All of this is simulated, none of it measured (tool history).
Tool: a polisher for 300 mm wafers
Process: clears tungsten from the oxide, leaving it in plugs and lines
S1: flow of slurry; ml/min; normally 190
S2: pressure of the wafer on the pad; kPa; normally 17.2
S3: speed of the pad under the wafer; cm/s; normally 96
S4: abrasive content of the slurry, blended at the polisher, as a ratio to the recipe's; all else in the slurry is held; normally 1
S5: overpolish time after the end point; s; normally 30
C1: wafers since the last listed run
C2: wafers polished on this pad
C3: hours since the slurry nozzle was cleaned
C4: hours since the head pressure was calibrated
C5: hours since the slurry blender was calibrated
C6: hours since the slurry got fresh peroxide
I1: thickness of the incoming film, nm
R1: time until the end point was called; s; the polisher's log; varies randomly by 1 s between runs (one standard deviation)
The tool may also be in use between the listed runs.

{"run": 1, "hour": 0.0, "S1": 190, "S2": 17.2, "S3": 96, "S4": 1, "S5": 30, "C1": 0, "C2": 547, "C3": 570.6, "C4": 964.7, "C5": 701.8, "C6": 24.4, "I1": 285, "R1": 81}
{"run": 2, "hour": 48.0, "S1": 190, "S2": 17.2, "S3": 96, "S4": 1, "S5": 30, "C1": 329, "C2": 877, "C3": 618.6, "C4": 1012.7, "C5": 749.8, "C6": 72.4, "I1": 283.6, "R1": 78.2}
{"hour": 85.9, "done": "slurry blender recalibrated"}
{"run": 3, "hour": 87.1, "S1": 190, "S2": 17.2, "S3": 96, "S4": 1, "S5": 30, "C1": 254, "C2": 1131, "C3": 657.7, "C4": 1051.8, "C5": 1.2, "C6": 111.5, "I1": 289.3, "R1": 76}
{"run": 4, "hour": 134.2, "S1": 190, "S2": 17.2, "S3": 96, "S4": 0.75, "S5": 30, "C1": 323, "C2": 1454, "C3": 704.8, "C4": 1098.9, "C5": 48.3, "C6": 158.6, "I1": 279.4, "R1": 79.3}
{"hour": 161.4, "done": "head pressure recalibrated"}
{"hour": 175.5, "done": "slurry nozzle cleaned"}
{"run": 5, "hour": 224.9, "S1": 190, "S2": 17.2, "S3": 96, "S4": 0.75, "S5": 30, "C1": 601, "C2": 2056, "C3": 49.4, "C4": 63.5, "C5": 139, "C6": 249.3, "I1": 283.8, "R1": 79.1}
{"run": 6, "hour": 273.6, "S1": 240, "S2": 14.5, "S3": 126, "S4": 1, "S5": 30, "C1": 334, "C2": 2390, "C3": 98.1, "C4": 112.2, "C5": 187.7, "C6": 298, "I1": 285.5, "R1": 68.6}
{"run": 7, "hour": 377.4, "S1": 190, "S2": 13.1, "S3": 116, "S4": 0.8, "S5": 40, "C1": 712, "C2": 3102, "C3": 201.9, "C4": 216, "C5": 291.5, "C6": 401.8, "I1": 283.1, "R1": 82.1}
{"run": 8, "hour": 469.7, "S1": 190, "S2": 17.2, "S3": 96, "S4": 1, "S5": 30, "C1": 633, "C2": 3735, "C3": 294.2, "C4": 308.3, "C5": 383.8, "C6": 494.1, "I1": 285.8, "R1": 79.9}
{"run": 9, "hour": 561.0, "S1": 190, "S2": 17.2, "S3": 96, "S4": 1, "S5": 30, "C1": 626, "C2": 4362, "C3": 385.5, "C4": 399.6, "C5": 475.1, "C6": 585.4, "I1": 284.9, "R1": 78.9}
{"run": 10, "hour": 626.9, "S1": 220, "S2": 19.3, "S3": 74, "S4": 1, "S5": 46, "C1": 452, "C2": 4814, "C3": 451.4, "C4": 465.5, "C5": 541, "C6": 651.3, "I1": 281.9, "R1": 86}
{"hour": 656.8, "done": "worn pad replaced by a new one"}
{"run": 11, "hour": 726.9, "S1": 155, "S2": 17.2, "S3": 124, "S4": 1, "S5": 30, "C1": 658, "C2": 481, "C3": 551.4, "C4": 565.5, "C5": 641, "C6": 751.3, "I1": 285, "R1": 67}
{"hour": 734.8, "done": "slurry tank refilled with fresh slurry and peroxide"}
{"hour": 785.2, "done": "slurry blender recalibrated"}
{"run": 12, "hour": 818.1, "S1": 190, "S2": 17.2, "S3": 96, "S4": 1.15, "S5": 30, "C1": 605, "C2": 1086, "C3": 642.6, "C4": 656.7, "C5": 32.9, "C6": 83.3, "I1": 285.4, "R1": 73}
{"hour": 879.8, "done": "slurry nozzle cleaned"}
{"run": 13, "hour": 923.2, "S1": 240, "S2": 23.4, "S3": 96, "S4": 0.85, "S5": 20, "C1": 714, "C2": 1800, "C3": 43.4, "C4": 761.8, "C5": 138, "C6": 188.4, "I1": 285, "R1": 61}
{"run": 14, "hour": 960.7, "S1": 190, "S2": 22.8, "S3": 96, "S4": 1, "S5": 30, "C1": 257, "C2": 2057, "C3": 80.9, "C4": 799.3, "C5": 175.5, "C6": 225.9, "I1": 286.2, "R1": 63.1}
{"run": 15, "hour": 1194.0, "S1": 190, "S2": 22.8, "S3": 116, "S4": 0.75, "S5": 46, "C1": 1600, "C2": 3658, "C3": 314.2, "C4": 1032.6, "C5": 408.8, "C6": 459.2, "I1": 283.2, "R1": 55.6}
{"run": 16, "hour": 1230.7, "S1": 190, "S2": 15.2, "S3": 82, "S4": 1, "S5": 30, "C1": 251, "C2": 3910, "C3": 350.9, "C4": 1069.3, "C5": 445.5, "C6": 495.9, "I1": 285.5, "R1": 98.7}
{"run": 17, "hour": 1293.4, "S1": 190, "S2": 17.2, "S3": 96, "S4": 1, "S5": 46, "C1": 430, "C2": 4340, "C3": 413.6, "C4": 1132, "C5": 508.2, "C6": 558.6, "I1": 285.4, "R1": 80.8}
{"hour": 1409.9, "done": "worn pad replaced by a new one"}
{"hour": 1421.1, "done": "slurry tank refilled with fresh slurry and peroxide"}
{"hour": 1433.9, "done": "head pressure recalibrated"}
{"hour": 1507.2, "done": "slurry blender recalibrated"}
{"run": 18, "hour": 1567.9, "S1": 190, "S2": 17.2, "S3": 96, "S4": 1, "S5": 42, "C1": 1821, "C2": 1049, "C3": 688.1, "C4": 134, "C5": 60.7, "C6": 146.8, "I1": 282.6, "R1": 75.8}
{"hour": 1573.7, "done": "slurry nozzle cleaned"}
{"run": 19, "hour": 1674.8, "S1": 190, "S2": 17.2, "S3": 70, "S4": 1, "S5": 30, "C1": 726, "C2": 1776, "C3": 101.1, "C4": 240.9, "C5": 167.6, "C6": 253.7, "I1": 285, "R1": 97.6}
{"run": 20, "hour": 1710.9, "S1": 190, "S2": 17.2, "S3": 96, "S4": 1, "S5": 30, "C1": 247, "C2": 2024, "C3": 137.2, "C4": 277, "C5": 203.7, "C6": 289.8, "I1": 280.4, "R1": 75.5}
{"run": 21, "hour": 1811.8, "S1": 160, "S2": 17.2, "S3": 76, "S4": 1, "S5": 30, "C1": 692, "C2": 2716, "C3": 238.1, "C4": 377.9, "C5": 304.6, "C6": 390.7, "I1": 287.2, "R1": 95}
{"run": 22, "hour": 1868.1, "S1": 190, "S2": 17.2, "S3": 96, "S4": 1.15, "S5": 35, "C1": 386, "C2": 3102, "C3": 294.4, "C4": 434.2, "C5": 360.9, "C6": 447, "I1": 281.9, "R1": 76.3}
{"run": 23, "hour": 2169.3, "S1": 190, "S2": 17.2, "S3": 96, "S4": 1, "S5": 30, "C1": 2066, "C2": 5169, "C3": 595.6, "C4": 735.4, "C5": 662.1, "C6": 748.2, "I1": 287.2, "R1": 79.3}
{"hour": 2217.3, "done": "slurry tank refilled with fresh slurry and peroxide"}
{"run": 24, "hour": 2250.6, "S1": 190, "S2": 17.2, "S3": 96, "S4": 1, "S5": 30, "C1": 550, "C2": 5720, "C3": 676.9, "C4": 816.7, "C5": 743.4, "C6": 33.3, "I1": 284, "R1": 83}
{"hour": 2257.2, "done": "slurry blender recalibrated"}
{"hour": 2264.5, "done": "worn pad replaced by a new one"}
{"run": 25, "hour": 2351.1, "S1": 225, "S2": 11.7, "S3": 96, "S4": 1.1, "S5": 30, "C1": 648, "C2": 594, "C3": 777.4, "C4": 917.2, "C5": 93.9, "C6": 133.8, "I1": 283.4, "R1": 98.7}
{"hour": 2394.6, "done": "slurry nozzle cleaned"}
{"run": 26, "hour": 2423.0, "S1": 170, "S2": 17.2, "S3": 96, "S4": 1, "S5": 30, "C1": 486, "C2": 1080, "C3": 28.4, "C4": 989.1, "C5": 165.8, "C6": 205.7, "I1": 280.2, "R1": 77}

Forecast each of these 4 alternatives for the next run:
{"run": "A", "hour": 2423.5, "S1": 225, "S2": 17.2, "S3": 96, "S4": 1, "S5": 30, "C1": 3, "C2": 1084, "C3": 28.9, "C4": 989.6, "C5": 166.3, "C6": 206.2, "I1": 284.8, "R1": "?"}
{"run": "B", "hour": 2423.5, "S1": 150, "S2": 17.2, "S3": 96, "S4": 1, "S5": 30, "C1": 3, "C2": 1084, "C3": 28.9, "C4": 989.6, "C5": 166.3, "C6": 206.2, "I1": 284.8, "R1": "?"}
{"run": "C", "hour": 2423.5, "S1": 190, "S2": 21.4, "S3": 110, "S4": 1, "S5": 20, "C1": 3, "C2": 1084, "C3": 28.9, "C4": 989.6, "C5": 166.3, "C6": 206.2, "I1": 284.8, "R1": "?"}
{"run": "D", "hour": 2423.5, "S1": 140, "S2": 17.2, "S3": 112, "S4": 1.2, "S5": 30, "C1": 3, "C2": 1084, "C3": 28.9, "C4": 989.6, "C5": 166.3, "C6": 206.2, "I1": 284.8, "R1": "?"}

run=A R1=75.5
run=B R1=78
run=C R1=57.6
run=D R1=67.1
The same runs, with their run-to-run variation unchanged, on a tool lacking any hidden condition would have given:
run=A R1=74
run=B R1=76.5
run=C R1=56.4
run=D R1=65.8
